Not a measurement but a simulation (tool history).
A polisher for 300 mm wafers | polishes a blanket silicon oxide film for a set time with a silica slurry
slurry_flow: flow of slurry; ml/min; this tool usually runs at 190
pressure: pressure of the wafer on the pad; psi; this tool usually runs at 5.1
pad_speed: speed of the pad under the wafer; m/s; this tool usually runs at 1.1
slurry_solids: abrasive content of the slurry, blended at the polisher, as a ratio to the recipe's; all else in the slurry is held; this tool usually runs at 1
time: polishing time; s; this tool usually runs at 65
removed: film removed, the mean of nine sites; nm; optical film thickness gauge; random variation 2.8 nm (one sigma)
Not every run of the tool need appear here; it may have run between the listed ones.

run     day  slurry_flow  pressure  pad_speed  slurry_solids  time  incoming thickness of the incoming film, nm  removed
  1       0          155       5.1        1.1              1    65                                       1605.1      198
      2.329  -- slurry nozzle cleaned
       4.55  -- conditioning disc replaced and pad reconditioned
  2   5.004          155       5.1        1.1              1    65                                       1593.8    218.3
  3   7.179          190       5.1        1.1              1    65                                       1556.6    234.3
  4  14.212          190       5.1        1.1              1    65                                       1613.4    223.8
     14.554  -- slurry blender recalibrated
  5  15.442          190       5.1        1.1              1    65                                       1581.7    218.9
     16.008  -- head pressure recalibrated
  6  16.558          190       5.1        1.1              1    80                                       1597.1    270.4
     17.079  -- worn pad replaced by a new one
  7  18.529          190       5.1        1.1              1    65                                       1603.7    203.1
     19.771  -- slurry nozzle cleaned
  8  20.358          190       4.4        1.1              1    65                                       1604.8    215.3
     21.654  -- conditioning disc replaced and pad reconditioned
  9  22.038          130       5.1        1.1              1    59                                       1571.7    172.3
 10  24.675          190       5.1       1.42              1    81                                       1608.2    353.8
 11  27.467          130       6.7        1.1            0.7    51                                       1577.7    129.3
 12  29.312          190       5.1        0.8              1    44                                       1568.2    130.4
 13   31.25          190       3.6        1.1            1.2    87                                       1600.6    270.7
     31.833  -- worn pad replaced by a new one
 14  32.304          190       5.1        1.1              1    65                                       1568.4    224.1
     32.508  -- head pressure recalibrated
       32.8  -- slurry blender recalibrated
     34.704  -- slurry nozzle cleaned
 15  34.958          190       5.1       0.78            1.3    65                                       1594.9    225.1
 16  36.292          130       5.1        1.1              1    59                                       1600.8    176.9
     38.017  -- conditioning disc replaced and pad reconditioned
 17  39.008          190       5.1        1.1            1.2    65                                       1597.1    260.7
 18  41.821          190       5.1        1.1              1    65                                       1589.8    242.2
 19  44.229          190       6.4       1.48              1    65                                       1594.5      328
 20   45.85          135       5.1       0.74              1    85                                         1557    193.8
 21  47.104          190         6       1.26              1    65                                       1571.1    276.8
     48.458  -- worn pad replaced by a new one
     48.758  -- head pressure recalibrated
 22  49.529          190       5.8       1.28            0.9    51                                       1584.3    188.2
     51.404  -- slurry blender recalibrated
     51.625  -- slurry nozzle cleaned
 23  53.329          190         6        1.1           1.25    65                                       1584.3    300.1
 24  54.762          245       5.1        1.1           1.25    65                                       1611.4    285.5

What if the next run were any one of these 5? Each begins from the tool's condition after run 24:
  A  54.779          190       5.1        1.1              1    59                                       1597.6        ?
  B  54.779          190       5.1        1.1              1    81                                       1597.6        ?
  C  54.779          140       5.1        1.1              1    54                                       1597.6        ?
  D  54.779          190       6.7        1.1            1.2    65                                       1597.6        ?
  E  54.779          190       5.1        1.3              1    65                                       1597.6        ?

run  removed
  A    217.3
  B    298.3
  C    172.4
  D    319.5
  E    265.6
With no hidden state in the tool, these same runs would have given:
run  removed
  A    218.3
  B    299.7
  C      174
  D    321.1
  E    266.9
